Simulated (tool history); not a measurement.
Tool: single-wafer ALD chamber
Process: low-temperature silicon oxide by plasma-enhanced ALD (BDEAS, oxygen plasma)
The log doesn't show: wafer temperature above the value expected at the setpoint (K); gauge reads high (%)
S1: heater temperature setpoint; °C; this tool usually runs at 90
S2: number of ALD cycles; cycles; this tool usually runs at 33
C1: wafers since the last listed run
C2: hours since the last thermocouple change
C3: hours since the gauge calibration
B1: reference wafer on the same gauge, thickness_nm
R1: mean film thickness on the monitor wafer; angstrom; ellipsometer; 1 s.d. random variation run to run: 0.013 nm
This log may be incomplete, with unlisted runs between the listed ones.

{"run": 1, "hour": 0.0, "S1": 90, "S2": 33, "C1": 0, "C2": 2107, "C3": 210, "B1": 4.575, "R1": 53.22}
{"run": 2, "hour": 6.2, "S1": 90, "S2": 33, "C1": 42, "C2": 2113.2, "C3": 216.2, "B1": 4.577, "R1": 53.48}
{"run": 3, "hour": 19.9, "S1": 90, "S2": 33, "C1": 93, "C2": 2126.9, "C3": 229.9, "B1": 4.579, "R1": 53.47}
{"run": 4, "hour": 33.8, "S1": 90, "S2": 35, "C1": 95, "C2": 2140.8, "C3": 243.8, "B1": 4.581, "R1": 56.46}
{"run": 5, "hour": 51.1, "S1": 90, "S2": 35, "C1": 118, "C2": 2158.1, "C3": 261.1, "B1": 4.582, "R1": 56.65}
{"run": 6, "hour": 68.0, "S1": 102, "S2": 37, "C1": 115, "C2": 2175, "C3": 278, "B1": 4.583, "R1": 57.5}
{"run": 7, "hour": 82.1, "S1": 102, "S2": 37, "C1": 96, "C2": 2189.1, "C3": 292.1, "B1": 4.578, "R1": 57.44}
{"run": 8, "hour": 89.5, "S1": 90, "S2": 29, "C1": 50, "C2": 2196.5, "C3": 299.5, "B1": 4.584, "R1": 46.78}
{"run": 9, "hour": 105.0, "S1": 90, "S2": 29, "C1": 106, "C2": 2212, "C3": 315, "B1": 4.581, "R1": 46.91}
{"hour": 110.3, "done": "gauge calibrated"}
{"run": 10, "hour": 116.5, "S1": 90, "S2": 29, "C1": 78, "C2": 2223.5, "C3": 6.2, "B1": 4.583, "R1": 47.08}
{"hour": 128.7, "done": "thermocouple changed; heater temperature recalibrated"}
{"run": 11, "hour": 134.3, "S1": 90, "S2": 33, "C1": 67, "C2": 5.6, "C3": 24, "B1": 4.58, "R1": 53.43}
{"run": 12, "hour": 146.0, "S1": 90, "S2": 33, "C1": 80, "C2": 17.3, "C3": 35.7, "B1": 4.582, "R1": 53.75}
{"run": 13, "hour": 162.0, "S1": 90, "S2": 33, "C1": 109, "C2": 33.3, "C3": 51.7, "B1": 4.581, "R1": 53.38}
{"run": 14, "hour": 168.7, "S1": 79, "S2": 37, "C1": 45, "C2": 40, "C3": 58.4, "B1": 4.583, "R1": 62.57}
{"run": 15, "hour": 180.9, "S1": 90, "S2": 27, "C1": 83, "C2": 52.2, "C3": 70.6, "B1": 4.584, "R1": 43.72}
{"run": 16, "hour": 197.3, "S1": 83, "S2": 35, "C1": 112, "C2": 68.6, "C3": 87, "B1": 4.58, "R1": 58.21}
{"run": 17, "hour": 213.9, "S1": 90, "S2": 33, "C1": 113, "C2": 85.2, "C3": 103.6, "B1": 4.58, "R1": 53.32}
{"run": 18, "hour": 229.6, "S1": 90, "S2": 31, "C1": 107, "C2": 100.9, "C3": 119.3, "B1": 4.581, "R1": 50.15}
{"run": 19, "hour": 245.3, "S1": 102, "S2": 33, "C1": 107, "C2": 116.6, "C3": 135, "B1": 4.581, "R1": 51.47}
{"run": 20, "hour": 252.0, "S1": 90, "S2": 38, "C1": 45, "C2": 123.3, "C3": 141.7, "B1": 4.579, "R1": 61.51}
{"run": 21, "hour": 261.3, "S1": 101, "S2": 38, "C1": 63, "C2": 132.6, "C3": 151, "B1": 4.576, "R1": 58.85}
{"run": 22, "hour": 271.1, "S1": 90, "S2": 33, "C1": 67, "C2": 142.4, "C3": 160.8, "B1": 4.577, "R1": 53.36}
{"run": 23, "hour": 288.5, "S1": 90, "S2": 33, "C1": 119, "C2": 159.8, "C3": 178.2, "B1": 4.581, "R1": 53.34}
{"run": 24, "hour": 305.3, "S1": 86, "S2": 33, "C1": 115, "C2": 176.6, "C3": 195, "B1": 4.578, "R1": 54.22}
{"run": 25, "hour": 318.8, "S1": 90, "S2": 39, "C1": 92, "C2": 190.1, "C3": 208.5, "B1": 4.58, "R1": 63.16}
{"run": 26, "hour": 325.3, "S1": 90, "S2": 33, "C1": 44, "C2": 196.6, "C3": 215, "B1": 4.579, "R1": 53.28}

What differs in the tool's unlogged condition from the final listed run ahead of each entry between runs to the first listed run following it?
Run 9 -> run 10: gauge calibrated (hour 110.3)
  both runs share identical hidden conditions
Run 10 -> run 11: thermocouple changed; heater temperature recalibrated (hour 128.7)
  both runs share identical hidden conditions

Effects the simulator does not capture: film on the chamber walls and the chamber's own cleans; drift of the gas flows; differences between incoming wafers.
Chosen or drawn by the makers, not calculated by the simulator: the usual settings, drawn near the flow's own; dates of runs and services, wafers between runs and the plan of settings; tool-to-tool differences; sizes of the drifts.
